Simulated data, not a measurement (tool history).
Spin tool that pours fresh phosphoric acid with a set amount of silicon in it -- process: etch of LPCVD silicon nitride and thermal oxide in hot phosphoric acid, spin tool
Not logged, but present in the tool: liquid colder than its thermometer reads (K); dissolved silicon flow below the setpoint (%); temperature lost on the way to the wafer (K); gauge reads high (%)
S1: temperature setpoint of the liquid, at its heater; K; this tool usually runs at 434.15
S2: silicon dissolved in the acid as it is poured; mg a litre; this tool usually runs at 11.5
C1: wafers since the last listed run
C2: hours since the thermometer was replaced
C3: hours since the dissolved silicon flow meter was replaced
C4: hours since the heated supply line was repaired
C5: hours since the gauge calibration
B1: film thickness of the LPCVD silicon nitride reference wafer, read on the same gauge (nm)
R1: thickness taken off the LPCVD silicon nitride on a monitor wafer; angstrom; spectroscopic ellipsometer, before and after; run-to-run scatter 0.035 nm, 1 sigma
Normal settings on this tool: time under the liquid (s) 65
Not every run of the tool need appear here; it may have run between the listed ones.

run 1 hour=0.0 | S1=434.15 S2=6.0 time_under_the_liquid_(s)=65 | C1=0 C2=822.7 C3=1867.7 C4=1873.4 C5=210.3 | B1=129.96 | R1=55.0
run 2 hour=13.9 | S1=434.15 S2=6.0 time_under_the_liquid_(s)=65 | C1=162 C2=836.6 C3=1881.6 C4=1887.3 C5=224.2 | B1=130.02 | R1=54.6
run 3 hour=66.8 | S1=434.15 S2=6.0 time_under_the_liquid_(s)=65 | C1=618 C2=889.5 C3=1934.5 C4=1940.2 C5=277.1 | B1=130.04 | R1=54.4
run 4 hour=78.9 | S1=434.15 S2=11.5 time_under_the_liquid_(s)=65 | C1=141 C2=901.6 C3=1946.6 C4=1952.3 C5=289.2 | B1=130.03 | R1=54.0
run 5 hour=93.4 | S1=434.15 S2=11.5 time_under_the_liquid_(s)=65 | C1=169 C2=916.1 C3=1961.1 C4=1966.8 C5=303.7 | B1=129.97 | R1=53.9
run 6 hour=107.5 | S1=434.15 S2=11.5 time_under_the_liquid_(s)=65 | C1=164 C2=930.2 C3=1975.2 C4=1980.9 C5=317.8 | B1=130.03 | R1=54.3
run 7 hour=114.8 | S1=435.65 S2=11.5 time_under_the_liquid_(s)=65 | C1=85 C2=937.5 C3=1982.5 C4=1988.2 C5=325.1 | B1=130.01 | R1=56.5
-- hour=120.2 gauge calibrated
run 8 hour=131.6 | S1=435.65 S2=11.5 time_under_the_liquid_(s)=65 | C1=196 C2=954.3 C3=1999.3 C4=2005.0 C5=11.4 | B1=129.94 | R1=57.0
-- hour=137.2 thermometer replaced
run 9 hour=144.5 | S1=434.15 S2=18.0 time_under_the_liquid_(s)=50 | C1=139 C2=7.3 C3=2012.2 C4=2017.9 C5=24.3 | B1=130.01 | R1=44.3
-- hour=152.4 heated supply line repaired
run 10 hour=160.0 | S1=434.15 S2=11.5 time_under_the_liquid_(s)=65 | C1=169 C2=22.8 C3=2027.7 C4=7.6 C5=39.8 | B1=130.01 | R1=64.5
run 11 hour=177.5 | S1=432.65 S2=18.5 time_under_the_liquid_(s)=95 | C1=204 C2=40.3 C3=2045.2 C4=25.1 C5=57.3 | B1=130.01 | R1=89.6
run 12 hour=186.5 | S1=434.15 S2=11.5 time_under_the_liquid_(s)=65 | C1=105 C2=49.3 C3=2054.2 C4=34.1 C5=66.3 | B1=129.98 | R1=64.6
run 13 hour=203.2 | S1=434.15 S2=11.5 time_under_the_liquid_(s)=30 | C1=195 C2=66.0 C3=2070.9 C4=50.8 C5=83.0 | B1=129.99 | R1=29.7
run 14 hour=213.6 | S1=431.65 S2=17.5 time_under_the_liquid_(s)=65 | C1=121 C2=76.4 C3=2081.3 C4=61.2 C5=93.4 | B1=129.97 | R1=58.7
-- hour=228.6 dissolved silicon flow meter replaced
run 15 hour=229.1 | S1=434.15 S2=8.0 time_under_the_liquid_(s)=65 | C1=169 C2=91.9 C3=0.5 C4=76.7 C5=108.9 | B1=130.05 | R1=64.2
run 16 hour=241.5 | S1=434.15 S2=11.5 time_under_the_liquid_(s)=65 | C1=145 C2=104.3 C3=12.9 C4=89.1 C5=121.3 | B1=129.96 | R1=64.2
run 17 hour=253.6 | S1=434.15 S2=11.5 time_under_the_liquid_(s)=85 | C1=141 C2=116.4 C3=25.0 C4=101.2 C5=133.4 | B1=130.05 | R1=83.3
run 18 hour=261.6 | S1=435.65 S2=18.5 time_under_the_liquid_(s)=105 | C1=93 C2=124.4 C3=33.0 C4=109.2 C5=141.4 | B1=130.00 | R1=109.0
run 19 hour=275.0 | S1=435.15 S2=3.0 time_under_the_liquid_(s)=40 | C1=156 C2=137.8 C3=46.4 C4=122.6 C5=154.8 | B1=130.04 | R1=40.8
run 20 hour=286.2 | S1=431.15 S2=6.0 time_under_the_liquid_(s)=85 | C1=130 C2=149.0 C3=57.6 C4=133.8 C5=166.0 | B1=129.96 | R1=75.5
run 21 hour=296.2 | S1=431.65 S2=3.0 time_under_the_liquid_(s)=55 | C1=116 C2=159.0 C3=67.6 C4=143.8 C5=176.0 | B1=130.01 | R1=49.7
run 22 hour=312.2 | S1=434.15 S2=11.5 time_under_the_liquid_(s)=45 | C1=187 C2=175.0 C3=83.6 C4=159.8 C5=192.0 | B1=130.01 | R1=43.9

Across each entry between runs, compare the hidden state at the last listed run before it with the hidden state at the first listed run after it:
After run 7, before run 8: gauge calibrated (hour 120.2)
  liquid colder than its thermometer reads (K): 2.23 -> 2.27; temperature lost on the way to the wafer (K): 3.96 -> 3.99
  what was measured, less what the result would be without the hidden state, R1: -13.1 -> -13.3 angstrom
After run 8, before run 9: thermometer replaced (hour 137.2)
  liquid colder than its thermometer reads (K): 2.27 -> 0.189; temperature lost on the way to the wafer (K): 3.99 -> 4.01
  what was measured, less what the result would be without the hidden state, R1: -13.3 -> -6.8 angstrom
After run 9, before run 10: heated supply line repaired (hour 152.4)
  liquid colder than its thermometer reads (K): 0.189 -> 0.225; temperature lost on the way to the wafer (K): 4.01 -> 0.576
  what was measured, less what the result would be without the hidden state, R1: -6.8 -> -1.8 angstrom
After run 14, before run 15: dissolved silicon flow meter replaced (hour 228.6)
  liquid colder than its thermometer reads (K): 0.35 -> 0.386; temperature lost on the way to the wafer (K): 0.678 -> 0.707
  what was measured, less what the result would be without the hidden state, R1: -2.1 -> -2.4 angstrom
